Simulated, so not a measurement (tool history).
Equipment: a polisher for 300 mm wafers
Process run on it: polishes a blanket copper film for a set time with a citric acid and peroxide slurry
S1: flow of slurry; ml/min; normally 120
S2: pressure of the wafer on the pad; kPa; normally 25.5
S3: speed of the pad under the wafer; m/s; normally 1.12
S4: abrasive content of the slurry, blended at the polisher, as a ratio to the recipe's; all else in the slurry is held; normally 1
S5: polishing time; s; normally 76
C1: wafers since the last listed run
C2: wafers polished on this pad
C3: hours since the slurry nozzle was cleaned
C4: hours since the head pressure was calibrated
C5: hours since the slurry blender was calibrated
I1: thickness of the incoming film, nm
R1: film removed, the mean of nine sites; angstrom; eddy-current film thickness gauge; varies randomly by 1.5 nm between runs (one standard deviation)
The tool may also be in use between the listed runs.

| run | hour | S1 | S2 | S3 | S4 | S5 | C1 | C2 | C3 | C4 | C5 | I1 | R1 |
|---|---|---|---|---|---|---|---|---|---|---|---|---|---|
| 1 | 0 | 120 | 25.5 | 1.12 | 1 | 86 | 0 | 2161 | 442.2 | 384.4 | 334.1 | 1115.2 | 2374 |
|  | 4.8 | worn pad replaced by a new one |
| 2 | 19.6 | 120 | 25.5 | 1.12 | 1 | 86 | 194 | 184 | 461.8 | 404 | 353.7 | 1132.8 | 2355 |
| 3 | 45.5 | 120 | 25.5 | 1.12 | 1.1 | 76 | 323 | 508 | 487.7 | 429.9 | 379.6 | 1131.4 | 2114 |
|  | 53.1 | slurry nozzle cleaned |
| 4 | 67 | 120 | 25.5 | 1.12 | 1.1 | 76 | 256 | 764 | 13.9 | 451.4 | 401.1 | 1141.1 | 2104 |
|  | 81.3 | slurry blender recalibrated |
| 5 | 99.1 | 120 | 25.5 | 1.12 | 1 | 76 | 376 | 1141 | 46 | 483.5 | 17.8 | 1125.3 | 2006 |
| 6 | 131.8 | 120 | 25.5 | 1.12 | 1 | 76 | 408 | 1549 | 78.7 | 516.2 | 50.5 | 1119.7 | 2032 |
|  | 157.7 | head pressure recalibrated |
|  | 163.2 | worn pad replaced by a new one |
| 7 | 164.6 | 120 | 25.5 | 1.12 | 1 | 76 | 334 | 17 | 111.5 | 6.9 | 83.3 | 1131.6 | 2222 |
| 8 | 187.6 | 120 | 25.5 | 1.12 | 1 | 76 | 287 | 305 | 134.5 | 29.9 | 106.3 | 1129.6 | 2213 |
| 9 | 215.9 | 120 | 25.5 | 1.12 | 1 | 76 | 353 | 659 | 162.8 | 58.2 | 134.6 | 1122.8 | 2228 |
| 10 | 249.1 | 120 | 25.5 | 1.12 | 1 | 76 | 414 | 1074 | 196 | 91.4 | 167.8 | 1116.4 | 2221 |
| 11 | 263.9 | 120 | 25.5 | 0.9 | 1.3 | 76 | 184 | 1259 | 210.8 | 106.2 | 182.6 | 1132.5 | 1975 |
| 12 | 288.7 | 140 | 25.5 | 1.12 | 0.9 | 76 | 309 | 1569 | 235.6 | 131 | 207.4 | 1132.3 | 2217 |
| 13 | 313 | 120 | 25.5 | 1.12 | 1 | 76 | 303 | 1872 | 259.9 | 155.3 | 231.7 | 1125.2 | 2202 |
|  | 323.6 | worn pad replaced by a new one |
| 14 | 335.8 | 120 | 25.5 | 1.12 | 0.7 | 76 | 234 | 152 | 282.7 | 178.1 | 254.5 | 1132.4 | 2041 |
| 15 | 363.7 | 120 | 25.5 | 1.36 | 1 | 76 | 348 | 500 | 310.6 | 206 | 282.4 | 1120.8 | 2551 |
| 16 | 437.3 | 120 | 17.2 | 1.12 | 0.75 | 76 | 919 | 1420 | 384.2 | 279.6 | 356 | 1138.6 | 1384 |
|  | 447.3 | slurry blender recalibrated |
| 17 | 463.6 | 120 | 29 | 1.12 | 1 | 76 | 303 | 1724 | 410.5 | 305.9 | 16.3 | 1134.1 | 2454 |
| 18 | 480.9 | 120 | 25.5 | 1.12 | 1 | 76 | 216 | 1940 | 427.8 | 323.2 | 33.6 | 1154.9 | 2162 |
| 19 | 501.3 | 135 | 30.3 | 1.12 | 0.8 | 68 | 254 | 2195 | 448.2 | 343.6 | 54 | 1147 | 2209 |
|  | 525.4 | worn pad replaced by a new one |
| 20 | 526.5 | 120 | 17.2 | 1.12 | 0.75 | 76 | 264 | 13 | 473.4 | 368.8 | 79.2 | 1130.3 | 1365 |
|  | 530 | slurry nozzle cleaned |
| 21 | 539.3 | 120 | 25.5 | 1.12 | 1 | 86 | 147 | 161 | 9.3 | 381.6 | 92 | 1132.4 | 2428 |

Run 22 comes next. What will it give?
| 22 | 574.8 | 120 | 25.5 | 1.12 | 1 | 76 | 443 | 604 | 44.8 | 417.1 | 127.5 | 1127.3 | ? |

R1: 2092 angstrom
On a tool with no hidden condition, and with the same random variation, this run would have come out at R1 2189 angstrom.

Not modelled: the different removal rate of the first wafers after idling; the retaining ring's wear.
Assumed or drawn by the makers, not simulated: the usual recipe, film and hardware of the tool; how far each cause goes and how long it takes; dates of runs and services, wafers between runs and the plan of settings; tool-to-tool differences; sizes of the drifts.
